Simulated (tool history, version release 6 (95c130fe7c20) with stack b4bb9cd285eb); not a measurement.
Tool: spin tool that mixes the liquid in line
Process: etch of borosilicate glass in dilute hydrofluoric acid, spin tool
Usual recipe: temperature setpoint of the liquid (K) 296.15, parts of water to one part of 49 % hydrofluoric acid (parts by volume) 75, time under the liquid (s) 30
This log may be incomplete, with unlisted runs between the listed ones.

run,hour,temperature setpoint of the liquid (K),parts of water to one part of 49 % hydrofluoric acid (parts by volume),time under the liquid (s),"read-back film thickness of the borosilicate glass reference wafer, read on the same gauge (nm)",thickness taken off the borosilicate glass on a monitor wafer (angstrom)
1,0,296.15,75,30,70.01,76.4
2,66.6,296.15,75,30,70,77
3,91.4,296.15,75,30,69.99,76.9
4,162.1,296.15,75,30,69.98,75.6
5,209.4,296.15,75,30,70,76.7
6,246.3,296.15,60,30,70.03,98.1
7,306.5,296.15,60,30,70.01,96.2
# hour 343.8: thermometer replaced
8,376.8,296.15,60,30,70.01,97.5
9,427.4,296.15,100,30,70.02,55.2
10,483.1,296.15,75,30,70.04,76.3
11,619.9,300.65,35,45,70,305.5
# hour 651.3: hydrofluoric acid flow meter replaced
12,662,291.65,75,25,69.99,53.5
13,687.3,296.15,60,30,69.97,97.6
14,737.9,292.65,60,45,70.05,127.3
15,772.2,296.15,75,15,69.98,38.3
# hour 800.1: gauge calibrated
16,921.3,291.15,40,45,69.99,180.8
17,968.2,296.15,75,30,70.01,76.9
18,1013.2,296.15,110,45,69.99,75

Each row is a separate what-if for the run after 18, all from the same tool condition, not one after another. Results?
A,1013.6,296.15,115,30,?,?
B,1013.6,294.15,45,15,?,?
C,1013.6,296.15,75,40,?,?
D,1013.6,291.15,75,35,?,?
E,1013.6,296.15,75,50,?,?

run,"read-back film thickness of the borosilicate glass reference wafer, read on the same gauge (nm)",thickness taken off the borosilicate glass on a monitor wafer (angstrom)
A,70.03,47.5
B,70.03,60.9
C,70.03,102
D,70.03,72.5
E,70.03,127.5
Stripped of hidden state, with their random variation kept, the same runs would have yielded:
run,thickness taken off the borosilicate glass on a monitor wafer (angstrom)
A,47.5
B,60.9
C,102
D,72.5
E,127.5

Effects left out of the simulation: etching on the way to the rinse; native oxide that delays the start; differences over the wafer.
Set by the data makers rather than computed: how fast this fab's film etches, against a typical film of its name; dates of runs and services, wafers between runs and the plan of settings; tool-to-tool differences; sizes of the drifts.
